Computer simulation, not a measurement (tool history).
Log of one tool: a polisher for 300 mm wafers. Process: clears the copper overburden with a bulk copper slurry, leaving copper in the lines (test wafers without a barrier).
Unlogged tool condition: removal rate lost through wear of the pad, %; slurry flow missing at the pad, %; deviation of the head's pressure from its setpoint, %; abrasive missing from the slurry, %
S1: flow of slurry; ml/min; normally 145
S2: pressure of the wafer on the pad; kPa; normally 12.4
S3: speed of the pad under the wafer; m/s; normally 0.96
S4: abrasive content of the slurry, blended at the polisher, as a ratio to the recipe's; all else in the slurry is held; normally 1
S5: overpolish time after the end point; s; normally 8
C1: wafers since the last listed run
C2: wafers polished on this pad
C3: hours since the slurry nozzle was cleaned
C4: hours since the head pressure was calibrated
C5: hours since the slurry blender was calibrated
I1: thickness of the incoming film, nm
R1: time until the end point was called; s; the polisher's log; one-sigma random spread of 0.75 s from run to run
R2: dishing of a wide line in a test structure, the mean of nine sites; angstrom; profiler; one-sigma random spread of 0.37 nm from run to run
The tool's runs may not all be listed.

Run 1, hour 0: usual settings but S5 11 s; C1 0; C2 1109; C3 807; C4 745.4; C5 273; I1 438.2. Result: R1 73.8 s, R2 275 angstrom.
At hour 38.6: slurry nozzle cleaned.
Run 2, hour 60.1: usual settings but S3 0.74 m/s; C1 493; C2 1603; C3 21.5; C4 805.5; C5 333.1; I1 441.4. Result: R1 91.1 s, R2 208 angstrom.
At hour 92.8: head pressure recalibrated.
Run 3, hour 131: usual settings but S3 1.14 m/s; C1 575; C2 2179; C3 92.4; C4 38.2; C5 404; I1 442.5. Result: R1 60.5 s, R2 271 angstrom.
At hour 149: slurry blender recalibrated.
Run 4, hour 186.3: usual settings but S3 1.14 m/s; C1 445; C2 2624; C3 147.7; C4 93.5; C5 37.3; I1 433.1. Result: R1 57.8 s, R2 269 angstrom.
Run 5, hour 215.1: usual settings but S1 175 ml/min; C1 240; C2 2865; C3 176.5; C4 122.3; C5 66.1; I1 430.8. Result: R1 68 s, R2 249 angstrom.
Run 6, hour 248: usual settings but S1 175 ml/min; C1 274; C2 3140; C3 209.4; C4 155.2; C5 99; I1 435.1. Result: R1 67.9 s, R2 241 angstrom.
At hour 300.5: worn pad replaced by a new one.
Run 7, hour 360.2: usual settings but S1 175 ml/min; C1 904; C2 498; C3 321.6; C4 267.4; C5 211.2; I1 431.6. Result: R1 67.1 s, R2 242 angstrom.
Run 8, hour 426.6: usual settings; C1 555; C2 1053; C3 388; C4 333.8; C5 277.6; I1 435. Result: R1 72.7 s, R2 236 angstrom.
Run 9, hour 492.6: usual settings but S4 0.9; C1 551; C2 1605; C3 454; C4 399.8; C5 343.6; I1 432.7. Result: R1 75.4 s, R2 235 angstrom.
Run 10, hour 556.6: usual settings but S1 195 ml/min, S2 10.3 kPa, S5 6 s; C1 534; C2 2140; C3 518; C4 463.8; C5 407.6; I1 438.7. Result: R1 81.4 s, R2 183 angstrom.
Run 11, hour 584.6: usual settings but S3 1.24 m/s, S4 1.15; C1 234; C2 2374; C3 546; C4 491.8; C5 435.6; I1 431.8. Result: R1 54.3 s, R2 277 angstrom.
At hour 612.2: slurry blender recalibrated.
Run 12, hour 637: usual settings; C1 421; C2 2795; C3 598.4; C4 544.2; C5 24.8; I1 439.2. Result: R1 73.9 s, R2 238 angstrom.
Run 13, hour 662.2: usual settings but S1 165 ml/min, S2 11 kPa, S4 0.8; C1 210; C2 3006; C3 623.6; C4 569.4; C5 50; I1 441. Result: R1 86 s, R2 215 angstrom.
Run 14, hour 730.8: usual settings; C1 573; C2 3579; C3 692.2; C4 638; C5 118.6; I1 432.5. Result: R1 72.2 s, R2 243 angstrom.
At hour 778.3: worn pad replaced by a new one.
Run 15, hour 778.8: usual settings but S1 165 ml/min, S5 13 s; C1 367; C2 4; C3 740.2; C4 686; C5 166.6; I1 429. Result: R1 71.5 s, R2 302 angstrom.
At hour 833: slurry nozzle cleaned.
Run 16, hour 838.7: usual settings but S1 110 ml/min, S4 0.75, S5 3 s; C1 492; C2 496; C3 5.7; C4 745.9; C5 226.5; I1 439.4. Result: R1 80.5 s, R2 114 angstrom.
Run 17, hour 876.7: usual settings but S1 160 ml/min, S4 0.7, S5 12 s; C1 317; C2 814; C3 43.7; C4 783.9; C5 264.5; I1 441. Result: R1 75.7 s, R2 299 angstrom.
At hour 923.4: head pressure recalibrated.
Run 18, hour 944.8: usual settings; C1 552; C2 1366; C3 111.8; C4 21.4; C5 332.6; I1 435.2. Result: R1 69.7 s, R2 242 angstrom.
At hour 979.2: slurry blender recalibrated.
Run 19, hour 981.1: usual settings but S1 185 ml/min, S3 0.84 m/s; C1 286; C2 1653; C3 148.1; C4 57.7; C5 1.9; I1 439.3. Result: R1 76.3 s, R2 229 angstrom.
Run 20, hour 1099.1: usual settings but S1 185 ml/min, S2 15.9 kPa, S3 1.1 m/s, S4 1.1; C1 986; C2 2639; C3 266.1; C4 175.7; C5 119.9; I1 433.2. Result: R1 44.9 s, R2 303 angstrom.
Run 21, hour 1123.6: usual settings but S2 15.9 kPa, S3 0.84 m/s, S4 1.1, S5 12 s; C1 204; C2 2844; C3 290.6; C4 200.2; C5 144.4; I1 442.9. Result: R1 62.7 s, R2 315 angstrom.
Run 22, hour 1188.9: usual settings but S1 195 ml/min, S2 10.3 kPa, S5 6 s; C1 545; C2 3390; C3 355.9; C4 265.5; C5 209.7; I1 429. Result: R1 79.8 s, R2 185 angstrom.
At hour 1193.7: worn pad replaced by a new one.
Run 23, hour 1218.5: usual settings but S1 115 ml/min; C1 213; C2 207; C3 385.5; C4 295.1; C5 239.3; I1 427.8. Result: R1 74.1 s, R2 228 angstrom.
Run 24, hour 1262.8: usual settings; C1 370; C2 577; C3 429.8; C4 339.4; C5 283.6; I1 437.5. Result: R1 71.4 s, R2 246 angstrom.
Run 25, hour 1294.9: usual settings but S5 10 s; C1 268; C2 845; C3 461.9; C4 371.5; C5 315.7; I1 434.2. Result: R1 70.4 s, R2 270 angstrom.
Run 26, hour 1336.2: usual settings; C1 345; C2 1191; C3 503.2; C4 412.8; C5 357; I1 429.6. Result: R1 71.2 s, R2 244 angstrom.
Run 27, hour 1381: usual settings but S2 9.7 kPa, S5 3 s; C1 374; C2 1565; C3 548; C4 457.6; C5 401.8; I1 430.9. Result: R1 93.1 s, R2 99 angstrom.
Run 28, hour 1428.7: usual settings; C1 398; C2 1964; C3 595.7; C4 505.3; C5 449.5; I1 427.3. Result: R1 70.7 s, R2 244 angstrom.
At hour 1444.9: slurry blender recalibrated.
Run 29, hour 1458.7: usual settings but S1 100 ml/min; C1 234; C2 2198; C3 625.7; C4 535.3; C5 13.8; I1 439.4. Result: R1 81.9 s, R2 228 angstrom.

Branching from run 29: 3 alternative next runs. What would each branch give?
Run A, hour 1459.2: usual settings but S1 165 ml/min; C1 4; C2 2202; C3 626.2; C4 535.8; C5 14.3; I1 440.2. Result: R1 ?, R2 ?.
Run B, hour 1459.2: usual settings but S1 110 ml/min, S2 15.9 kPa, S4 1.25, S5 9 s; C1 4; C2 2202; C3 626.2; C4 535.8; C5 14.3; I1 440.2. Result: R1 ?, R2 ?.
Run C, hour 1459.2: usual settings but S1 180 ml/min; C1 4; C2 2202; C3 626.2; C4 535.8; C5 14.3; I1 440.2. Result: R1 ?, R2 ?.

run    R1   R2
  A  71.4  245
  B  59.1  291
  C  70.2  248
The same runs, with their run-to-run variation unchanged, on a tool lacking any hidden condition would have given:
run    R1   R2
  A  68.5  251
  B  55.5  299
  C  67.5  253
